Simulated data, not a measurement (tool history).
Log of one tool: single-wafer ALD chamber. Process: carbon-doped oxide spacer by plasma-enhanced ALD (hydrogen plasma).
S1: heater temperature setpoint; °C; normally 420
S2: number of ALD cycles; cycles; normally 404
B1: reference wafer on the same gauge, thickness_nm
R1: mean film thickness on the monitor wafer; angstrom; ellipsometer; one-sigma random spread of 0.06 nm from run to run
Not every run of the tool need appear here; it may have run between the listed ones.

Run 1, hour 0.0: usual settings; B1 20.708. Result: R1 192.80 angstrom.
Run 2, hour 99.6: usual settings; B1 20.696. Result: R1 192.60 angstrom.
Run 3, hour 169.5: usual settings; B1 20.704. Result: R1 193.31 angstrom.
Run 4, hour 208.0: usual settings but S1 412 °C; B1 20.729. Result: R1 197.17 angstrom.
Run 5, hour 292.5: usual settings but S1 412 °C; B1 20.718. Result: R1 196.84 angstrom.
Run 6, hour 350.1: usual settings but S1 412 °C; B1 20.711. Result: R1 197.44 angstrom.
Run 7, hour 431.5: usual settings but S1 424 °C, S2 466 cycles; B1 20.733. Result: R1 221.52 angstrom.
At hour 631.5: gauge calibrated.
At hour 650.5: thermocouple changed; heater temperature recalibrated.
Run 8, hour 730.9: usual settings; B1 20.711. Result: R1 190.83 angstrom.
Run 9, hour 794.1: usual settings; B1 20.721. Result: R1 191.11 angstrom.
Run 10, hour 882.4: usual settings but S2 339 cycles; B1 20.705. Result: R1 159.90 angstrom.
Run 11, hour 1145.8: usual settings but S1 434 °C, S2 484 cycles; B1 20.715. Result: R1 220.18 angstrom.
Run 12, hour 1242.5: usual settings but S2 455 cycles; B1 20.701. Result: R1 215.96 angstrom.
Run 13, hour 1302.7: usual settings; B1 20.695. Result: R1 191.98 angstrom.
Run 14, hour 1378.7: usual settings but S1 427 °C, S2 456 cycles; B1 20.687. Result: R1 211.31 angstrom.
Run 15, hour 1472.6: usual settings but S1 427 °C, S2 430 cycles; B1 20.720. Result: R1 200.07 angstrom.
Run 16, hour 1579.7: usual settings but S2 382 cycles; B1 20.688. Result: R1 181.28 angstrom.

Run 17 is up next; what results do you expect?
Run 17, hour 1673.2: usual settings but S1 408 °C, S2 351 cycles; B1 ?. Result: R1 ?.

{"run 17": {"B1": 20.701, "R1": 172.0}}
With no hidden state in the tool, this same run would have given R1 170.76 angstrom.
